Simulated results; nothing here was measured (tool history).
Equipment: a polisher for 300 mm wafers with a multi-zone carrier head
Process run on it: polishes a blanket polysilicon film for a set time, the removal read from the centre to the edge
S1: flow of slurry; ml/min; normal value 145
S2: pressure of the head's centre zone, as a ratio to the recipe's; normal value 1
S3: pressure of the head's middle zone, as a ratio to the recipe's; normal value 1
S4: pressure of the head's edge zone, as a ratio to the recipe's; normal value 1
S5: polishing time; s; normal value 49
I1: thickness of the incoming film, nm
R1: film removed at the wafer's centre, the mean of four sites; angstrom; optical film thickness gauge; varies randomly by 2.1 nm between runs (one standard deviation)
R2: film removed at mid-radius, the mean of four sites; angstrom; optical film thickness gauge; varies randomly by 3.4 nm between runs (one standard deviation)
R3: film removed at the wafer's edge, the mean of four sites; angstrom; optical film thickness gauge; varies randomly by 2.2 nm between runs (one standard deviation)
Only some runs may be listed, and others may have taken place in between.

| run | day | S1 | S2 | S3 | S4 | S5 | I1 | R1 | R2 | R3 |
|---|---|---|---|---|---|---|---|---|---|---|
| 1 | 0 | 145 | 1.07 | 0.96 | 1 | 49 | 1164.5 | 3057 | 2860 | 2898 |
| 2 | 1.004 | 190 | 1.06 | 1 | 1 | 44 | 1152.9 | 2859 | 2756 | 2703 |
| 3 | 2.158 | 145 | 1.08 | 1 | 1 | 49 | 1178.8 | 3071 | 2934 | 2892 |
|  | 3.838 | worn pad replaced by a new one |
| 4 | 4.654 | 145 | 1 | 1 | 1 | 49 | 1166.6 | 2849 | 2954 | 2902 |
| 5 | 6.433 | 145 | 1 | 1 | 1 | 43 | 1179.5 | 2491 | 2604 | 2579 |
| 6 | 10.283 | 145 | 1 | 1 | 1 | 49 | 1157 | 2826 | 2918 | 2883 |
|  | 11.954 | edge zone pressure recalibrated |
| 7 | 12.35 | 165 | 1 | 1 | 0.95 | 49 | 1178.8 | 2905 | 3034 | 2879 |
| 8 | 13.821 | 145 | 1 | 1 | 1 | 49 | 1166.9 | 2829 | 2912 | 2979 |
| 9 | 15.888 | 145 | 1 | 1 | 1 | 49 | 1172.9 | 2857 | 3008 | 2965 |
| 10 | 18.642 | 95 | 1 | 1 | 1.11 | 43 | 1183.7 | 2333 | 2416 | 2598 |
| 11 | 19.858 | 145 | 1 | 0.92 | 0.88 | 49 | 1184.4 | 2836 | 2790 | 2748 |
| 12 | 22.575 | 145 | 1 | 1 | 1 | 49 | 1165.1 | 2852 | 2967 | 2929 |
|  | 23.579 | worn pad replaced by a new one |
| 13 | 24.146 | 165 | 1 | 1 | 1.09 | 62 | 1181.8 | 3685 | 3815 | 3922 |
|  | 24.254 | slurry nozzle cleaned |
| 14 | 26.025 | 145 | 0.96 | 0.94 | 1.11 | 64 | 1188.9 | 3588 | 3745 | 4059 |
| 15 | 28.4 | 145 | 1 | 1.06 | 1 | 49 | 1176 | 2867 | 3075 | 2930 |
| 16 | 29.442 | 145 | 1.1 | 0.96 | 1 | 49 | 1150.9 | 3071 | 2821 | 2903 |
| 17 | 32.112 | 105 | 1 | 0.9 | 1 | 61 | 1168.5 | 3347 | 3310 | 3530 |
| 18 | 35.108 | 145 | 1 | 1 | 1 | 49 | 1156.8 | 2832 | 2983 | 2965 |
| 19 | 37.604 | 145 | 1 | 1 | 1 | 49 | 1173.4 | 2867 | 2986 | 2928 |
| 20 | 39.279 | 185 | 1 | 1.11 | 0.91 | 58 | 1170.6 | 3492 | 3895 | 3382 |
|  | 39.983 | worn pad replaced by a new one |
| 21 | 41.7 | 145 | 0.95 | 0.93 | 1.11 | 34 | 1172.2 | 1862 | 1973 | 2137 |
| 22 | 44.462 | 160 | 1.05 | 1 | 1 | 49 | 1177.9 | 3058 | 3007 | 2936 |

Alternative continuations, all from the tool just after run 22; predict every row:
| A | 44.479 | 145 | 1 | 1 | 1 | 49 | 1146.1 | ? | ? | ? |
| B | 44.479 | 170 | 1.05 | 1 | 1 | 49 | 1146.1 | ? | ? | ? |
| C | 44.479 | 145 | 1.1 | 1.08 | 1.07 | 49 | 1146.1 | ? | ? | ? |
| D | 44.479 | 145 | 1 | 1.05 | 1 | 49 | 1146.1 | ? | ? | ? |

| run | R1 | R2 | R3 |
|---|---|---|---|
| A | 2853 | 2930 | 2927 |
| B | 3069 | 2991 | 2971 |
| C | 3142 | 3109 | 3023 |
| D | 2854 | 3043 | 2925 |
Stripped of hidden state, with their random variation kept, the same runs would have yielded:
| run | R1 | R2 | R3 |
|---|---|---|---|
| A | 2853 | 2930 | 2927 |
| B | 3069 | 2991 | 2971 |
| C | 3142 | 3109 | 3023 |
| D | 2854 | 3043 | 2925 |
